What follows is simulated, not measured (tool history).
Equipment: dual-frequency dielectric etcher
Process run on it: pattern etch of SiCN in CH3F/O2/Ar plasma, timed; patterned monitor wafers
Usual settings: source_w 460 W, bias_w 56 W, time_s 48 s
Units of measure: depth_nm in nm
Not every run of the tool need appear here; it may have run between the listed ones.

| run | hour | source_w | bias_w | time_s | wafers since the last listed run | hours since the last wet clean | hours since the last source power generator calibration | hours since the last bias power generator calibration | hours since the last upper electrode change | hours since the gauge calibration | read-back reference wafer on the same gauge, depth_nm | depth_nm |
|---|---|---|---|---|---|---|---|---|---|---|---|---|
| 1 | 0 | 440 | 53 | 48 | 0 | 202.4 | 1202.3 | 2416.2 | 1566.8 | 831.6 | 20.08 | 16.39 |
| 2 | 55.9 | 440 | 53 | 48 | 520 | 258.3 | 1258.2 | 2472.1 | 1622.7 | 887.5 | 20.07 | 16.37 |
| 3 | 151.6 | 460 | 56 | 48 | 891 | 354 | 1353.9 | 2567.8 | 1718.4 | 983.2 | 20.06 | 17.16 |
| 4 | 192 | 460 | 56 | 48 | 376 | 394.4 | 1394.3 | 2608.2 | 1758.8 | 1023.6 | 20.04 | 17.17 |
| 5 | 242.1 | 460 | 56 | 48 | 466 | 444.5 | 1444.4 | 2658.3 | 1808.9 | 1073.7 | 20 | 17.04 |
| 6 | 291.9 | 370 | 56 | 48 | 463 | 494.3 | 1494.2 | 2708.1 | 1858.7 | 1123.5 | 19.99 | 14.83 |
|  | 333.4 | upper electrode replaced |
|  | 336.2 | bias power generator calibrated |
| 7 | 345.4 | 370 | 56 | 48 | 248 | 547.8 | 1547.7 | 9.2 | 12 | 1177 | 19.98 | 14.83 |
|  | 379.8 | wet clean of the chamber |
| 8 | 386.9 | 460 | 56 | 48 | 162 | 7.1 | 1589.2 | 50.7 | 53.5 | 1218.5 | 19.95 | 17.03 |
| 9 | 471.5 | 490 | 65 | 48 | 787 | 91.7 | 1673.8 | 135.3 | 138.1 | 1303.1 | 19.91 | 18.75 |
| 10 | 509.2 | 380 | 56 | 48 | 351 | 129.4 | 1711.5 | 173 | 175.8 | 1340.8 | 19.91 | 15.02 |
| 11 | 559.3 | 460 | 56 | 48 | 466 | 179.5 | 1761.6 | 223.1 | 225.9 | 1390.9 | 19.89 | 16.91 |
| 12 | 613.2 | 430 | 56 | 48 | 501 | 233.4 | 1815.5 | 277 | 279.8 | 1444.8 | 19.85 | 16.22 |
| 13 | 675.1 | 400 | 67 | 62 | 576 | 295.3 | 1877.4 | 338.9 | 341.7 | 1506.7 | 19.82 | 21.41 |
| 14 | 759.2 | 570 | 67 | 35.5 | 783 | 379.4 | 1961.5 | 423 | 425.8 | 1590.8 | 19.75 | 15.1 |
| 15 | 796.9 | 410 | 56 | 39 | 351 | 417.1 | 1999.2 | 460.7 | 463.5 | 1628.5 | 19.74 | 12.74 |
|  | 827.1 | gauge calibrated |
| 16 | 869.1 | 560 | 50 | 61 | 672 | 489.3 | 2071.4 | 532.9 | 535.7 | 42 | 20.23 | 23.54 |
| 17 | 949.4 | 560 | 42 | 39.5 | 747 | 569.6 | 2151.7 | 613.2 | 616 | 122.3 | 20.23 | 14.42 |
|  | 959 | source power generator calibrated |
|  | 994.8 | wet clean of the chamber |
| 18 | 1030.5 | 460 | 56 | 37.5 | 494 | 35.7 | 71.5 | 694.3 | 697.1 | 203.4 | 20.2 | 13.53 |
| 19 | 1113.3 | 460 | 56 | 59 | 771 | 118.5 | 154.3 | 777.1 | 779.9 | 286.2 | 20.23 | 21.31 |
| 20 | 1185.6 | 460 | 56 | 48 | 673 | 190.8 | 226.6 | 849.4 | 852.2 | 358.5 | 20.24 | 17.25 |
| 21 | 1270.2 | 530 | 64 | 42.5 | 787 | 275.4 | 311.2 | 934 | 936.8 | 443.1 | 20.19 | 17.51 |
| 22 | 1353.1 | 370 | 67 | 43 | 771 | 358.3 | 394.1 | 1016.9 | 1019.7 | 526 | 20.16 | 14.32 |
| 23 | 1405.6 | 430 | 44 | 44 | 488 | 410.8 | 446.6 | 1069.4 | 1072.2 | 578.5 | 20.19 | 13.89 |
| 24 | 1445.1 | 460 | 56 | 48 | 367 | 450.3 | 486.1 | 1108.9 | 1111.7 | 618 | 20.2 | 17.28 |
| 25 | 1507.3 | 460 | 51 | 37.5 | 579 | 512.5 | 548.3 | 1171.1 | 1173.9 | 680.2 | 20.14 | 13.05 |
|  | 1599.5 | wet clean of the chamber |
| 26 | 1614.2 | 460 | 63 | 52 | 771 | 14.7 | 655.2 | 1278 | 1280.8 | 787.1 | 20.14 | 19.57 |
| 27 | 1691.4 | 460 | 56 | 48 | 718 | 91.9 | 732.4 | 1355.2 | 1358 | 864.3 | 20.09 | 17.26 |
| 28 | 1798.9 | 460 | 60 | 48 | 1001 | 199.4 | 839.9 | 1462.7 | 1465.5 | 971.8 | 20.11 | 17.63 |
| 29 | 1836.7 | 460 | 56 | 48 | 351 | 237.2 | 877.7 | 1500.5 | 1503.3 | 1009.6 | 20.04 | 17.18 |

Predict each of these 5 candidate next runs independently; none follows another, all start after run 29:
| A | 1837.1 | 460 | 56 | 48 | 3 | 237.6 | 878.1 | 1500.9 | 1503.7 | 1010 | ? | ? |
| B | 1837.1 | 460 | 68 | 48 | 3 | 237.6 | 878.1 | 1500.9 | 1503.7 | 1010 | ? | ? |
| C | 1837.1 | 510 | 50 | 40 | 3 | 237.6 | 878.1 | 1500.9 | 1503.7 | 1010 | ? | ? |
| D | 1837.1 | 550 | 56 | 48 | 3 | 237.6 | 878.1 | 1500.9 | 1503.7 | 1010 | ? | ? |
| E | 1837.1 | 510 | 56 | 48 | 3 | 237.6 | 878.1 | 1500.9 | 1503.7 | 1010 | ? | ? |

| run | read-back reference wafer on the same gauge, depth_nm | depth_nm |
|---|---|---|
| A | 20.04 | 17.13 |
| B | 20.04 | 18.42 |
| C | 20.04 | 14.58 |
| D | 20.04 | 19.03 |
| E | 20.04 | 18.22 |
Stripped of hidden state, with their random variation kept, the same runs would have yielded:
| run | depth_nm |
|---|---|
| A | 17.25 |
| B | 18.55 |
| C | 14.68 |
| D | 19.16 |
| E | 18.35 |

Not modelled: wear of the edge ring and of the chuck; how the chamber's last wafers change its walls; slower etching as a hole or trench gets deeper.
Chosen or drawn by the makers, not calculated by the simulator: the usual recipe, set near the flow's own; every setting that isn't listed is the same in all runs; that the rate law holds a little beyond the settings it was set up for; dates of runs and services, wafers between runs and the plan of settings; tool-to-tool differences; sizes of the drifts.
